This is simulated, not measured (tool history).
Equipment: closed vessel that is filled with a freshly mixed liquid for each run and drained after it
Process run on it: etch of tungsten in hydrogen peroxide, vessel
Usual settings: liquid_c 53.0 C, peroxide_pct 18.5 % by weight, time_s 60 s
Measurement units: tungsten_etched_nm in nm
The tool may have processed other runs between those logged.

| run | hour | liquid_c | peroxide_pct | time_s | wafers since the last listed run | hours since the thermometer was replaced | hours since the peroxide flow meter was replaced | hours since the drum of peroxide was connected | hours since the gauge calibration | read-back film thickness of the tungsten reference wafer, read on the same gauge (nm) | tungsten_etched_nm |
|---|---|---|---|---|---|---|---|---|---|---|---|
| 1 | 0.0 | 53.0 | 18.5 | 60 | 0 | 69.0 | 102.3 | 282.7 | 373.1 | 89.99 | 55.89 |
| 2 | 13.3 | 53.0 | 18.5 | 50 | 1642 | 82.3 | 115.6 | 296.0 | 386.4 | 89.99 | 47.23 |
| 3 | 46.2 | 53.0 | 18.5 | 50 | 4063 | 115.2 | 148.5 | 328.9 | 419.3 | 90.03 | 47.74 |
| 4 | 67.6 | 53.0 | 22.5 | 60 | 2643 | 136.6 | 169.9 | 350.3 | 440.7 | 90.00 | 61.89 |
| 5 | 86.2 | 53.0 | 22.5 | 60 | 2297 | 155.2 | 188.5 | 368.9 | 459.3 | 89.98 | 62.03 |
| 6 | 118.8 | 53.0 | 22.5 | 60 | 4026 | 187.8 | 221.1 | 401.5 | 491.9 | 90.01 | 60.36 |
| 7 | 151.8 | 53.0 | 18.5 | 60 | 4076 | 220.8 | 254.1 | 434.5 | 524.9 | 90.00 | 55.52 |
|  | 170.5 | new drum of peroxide connected |
| 8 | 171.7 | 53.0 | 18.5 | 60 | 2334 | 240.7 | 274.0 | 1.2 | 544.8 | 89.97 | 57.96 |
| 9 | 203.3 | 53.0 | 18.5 | 60 | 3903 | 272.3 | 305.6 | 32.8 | 576.4 | 90.02 | 57.72 |
| 10 | 233.7 | 53.0 | 18.5 | 60 | 3754 | 302.7 | 336.0 | 63.2 | 606.8 | 90.01 | 58.00 |
| 11 | 267.3 | 53.0 | 18.5 | 60 | 4150 | 336.3 | 369.6 | 96.8 | 640.4 | 89.98 | 57.30 |
| 12 | 286.8 | 53.0 | 18.5 | 60 | 2408 | 355.8 | 389.1 | 116.3 | 659.9 | 90.02 | 57.03 |
| 13 | 317.7 | 56.5 | 18.5 | 60 | 3816 | 386.7 | 420.0 | 147.2 | 690.8 | 90.02 | 69.17 |
| 14 | 377.1 | 56.5 | 18.5 | 60 | 7336 | 446.1 | 479.4 | 206.6 | 750.2 | 90.04 | 69.17 |
| 15 | 405.8 | 53.0 | 18.5 | 60 | 3544 | 474.8 | 508.1 | 235.3 | 778.9 | 90.01 | 57.16 |
|  | 421.3 | peroxide flow meter replaced |
| 16 | 428.3 | 59.0 | 18.5 | 40 | 2655 | 497.3 | 7.0 | 257.8 | 801.4 | 89.96 | 53.30 |
| 17 | 451.5 | 53.0 | 21.0 | 60 | 2865 | 520.5 | 30.2 | 281.0 | 824.6 | 90.00 | 60.76 |
| 18 | 485.5 | 53.0 | 18.5 | 60 | 4199 | 554.5 | 64.2 | 315.0 | 858.6 | 89.97 | 55.99 |

Forecast run 19:
| 19 | 507.6 | 57.5 | 23.5 | 85 | 2729 | 576.6 | 86.3 | 337.1 | 880.7 | ? | ? |

{"run 19": {"read-back film thickness of the tungsten reference wafer, read on the same gauge (nm)": 90.0, "tungsten_etched_nm": 116.7}}
The same run, on a tool lacking any hidden state, would have yielded tungsten_etched_nm 121.16 nm.

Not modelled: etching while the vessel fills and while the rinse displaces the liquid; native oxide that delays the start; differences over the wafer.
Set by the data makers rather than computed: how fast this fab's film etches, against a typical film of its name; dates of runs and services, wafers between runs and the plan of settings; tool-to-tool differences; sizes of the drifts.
